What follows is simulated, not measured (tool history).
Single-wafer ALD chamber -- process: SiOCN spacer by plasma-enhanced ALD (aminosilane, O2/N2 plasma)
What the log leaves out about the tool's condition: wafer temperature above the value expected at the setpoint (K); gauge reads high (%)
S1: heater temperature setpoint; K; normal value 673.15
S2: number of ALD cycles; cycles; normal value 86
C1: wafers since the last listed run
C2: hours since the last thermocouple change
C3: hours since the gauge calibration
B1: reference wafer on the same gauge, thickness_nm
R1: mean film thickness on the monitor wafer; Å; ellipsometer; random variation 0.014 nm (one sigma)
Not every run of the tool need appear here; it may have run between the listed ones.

| run | hour | S1 | S2 | C1 | C2 | C3 | B1 | R1 |
|---|---|---|---|---|---|---|---|---|
| 1 | 0.0 | 673.15 | 86 | 0 | 1728.0 | 202.5 | 4.981 | 56.23 |
| 2 | 15.9 | 673.15 | 72 | 44 | 1743.9 | 218.4 | 4.979 | 46.93 |
| 3 | 46.4 | 673.15 | 72 | 85 | 1774.4 | 248.9 | 4.981 | 46.81 |
| 4 | 68.3 | 673.15 | 72 | 61 | 1796.3 | 270.8 | 4.981 | 46.82 |
| 5 | 88.2 | 673.15 | 86 | 55 | 1816.2 | 290.7 | 4.981 | 55.92 |
| 6 | 108.0 | 673.15 | 86 | 55 | 1836.0 | 310.5 | 4.981 | 56.15 |
| 7 | 135.8 | 673.15 | 86 | 78 | 1863.8 | 338.3 | 4.982 | 55.82 |
| 8 | 157.7 | 668.15 | 81 | 61 | 1885.7 | 360.2 | 4.979 | 52.91 |
| 9 | 178.9 | 673.15 | 86 | 59 | 1906.9 | 381.4 | 4.980 | 55.82 |
| 10 | 198.5 | 673.15 | 86 | 55 | 1926.5 | 401.0 | 4.982 | 56.02 |
| 11 | 225.7 | 673.15 | 86 | 76 | 1953.7 | 428.2 | 4.980 | 56.19 |
| 12 | 259.5 | 673.15 | 86 | 94 | 1987.5 | 462.0 | 4.976 | 56.09 |
| 13 | 276.8 | 673.15 | 86 | 48 | 2004.8 | 479.3 | 4.981 | 56.14 |
| 14 | 302.5 | 673.15 | 93 | 72 | 2030.5 | 505.0 | 4.981 | 60.64 |
| 15 | 352.1 | 673.15 | 86 | 139 | 2080.1 | 554.6 | 4.982 | 56.09 |
| 16 | 367.1 | 673.15 | 86 | 42 | 2095.1 | 569.6 | 4.983 | 55.94 |
| 17 | 395.3 | 673.15 | 86 | 79 | 2123.3 | 597.8 | 4.982 | 55.89 |
| 18 | 430.8 | 673.15 | 81 | 99 | 2158.8 | 633.3 | 4.979 | 52.75 |
| 19 | 461.1 | 677.15 | 82 | 85 | 2189.1 | 663.6 | 4.976 | 53.10 |
| 20 | 479.8 | 681.15 | 101 | 52 | 2207.8 | 682.3 | 4.981 | 64.64 |
| 21 | 508.3 | 673.15 | 86 | 80 | 2236.3 | 710.8 | 4.983 | 56.22 |
|  | 518.6 | thermocouple changed; heater temperature recalibrated |
| 22 | 531.1 | 673.15 | 71 | 41 | 12.5 | 733.6 | 4.983 | 46.30 |
| 23 | 550.0 | 673.15 | 72 | 53 | 31.4 | 752.5 | 4.982 | 47.11 |
| 24 | 566.2 | 687.15 | 94 | 45 | 47.6 | 768.7 | 4.980 | 58.99 |
| 25 | 581.6 | 673.15 | 76 | 43 | 63.0 | 784.1 | 4.980 | 49.39 |
|  | 637.3 | gauge calibrated |
| 26 | 688.1 | 673.15 | 86 | 299 | 169.5 | 50.8 | 4.982 | 56.16 |
| 27 | 721.6 | 673.15 | 86 | 94 | 203.0 | 84.3 | 4.980 | 55.87 |
| 28 | 752.3 | 662.15 | 101 | 86 | 233.7 | 115.0 | 4.981 | 65.94 |
| 29 | 767.1 | 673.15 | 86 | 41 | 248.5 | 129.8 | 4.978 | 55.84 |
| 30 | 793.4 | 673.15 | 86 | 73 | 274.8 | 156.1 | 4.980 | 56.18 |
| 31 | 818.5 | 685.15 | 102 | 70 | 299.9 | 181.2 | 4.981 | 64.29 |
| 32 | 840.3 | 663.15 | 70 | 61 | 321.7 | 203.0 | 4.980 | 45.51 |
| 33 | 862.2 | 662.15 | 101 | 61 | 343.6 | 224.9 | 4.979 | 65.77 |
| 34 | 891.4 | 683.15 | 86 | 82 | 372.8 | 254.1 | 4.980 | 54.77 |

Describe how what the log doesn't record of the tool's condition differs between the last listed run preceding each entry between runs and the first listed run following it.
In the gap between runs 21 and 22: thermocouple changed; heater temperature recalibrated (hour 518.6)
  no hidden state differs between the two runs
In the gap between runs 25 and 26: gauge calibrated (hour 637.3)
  no hidden state differs between the two runs

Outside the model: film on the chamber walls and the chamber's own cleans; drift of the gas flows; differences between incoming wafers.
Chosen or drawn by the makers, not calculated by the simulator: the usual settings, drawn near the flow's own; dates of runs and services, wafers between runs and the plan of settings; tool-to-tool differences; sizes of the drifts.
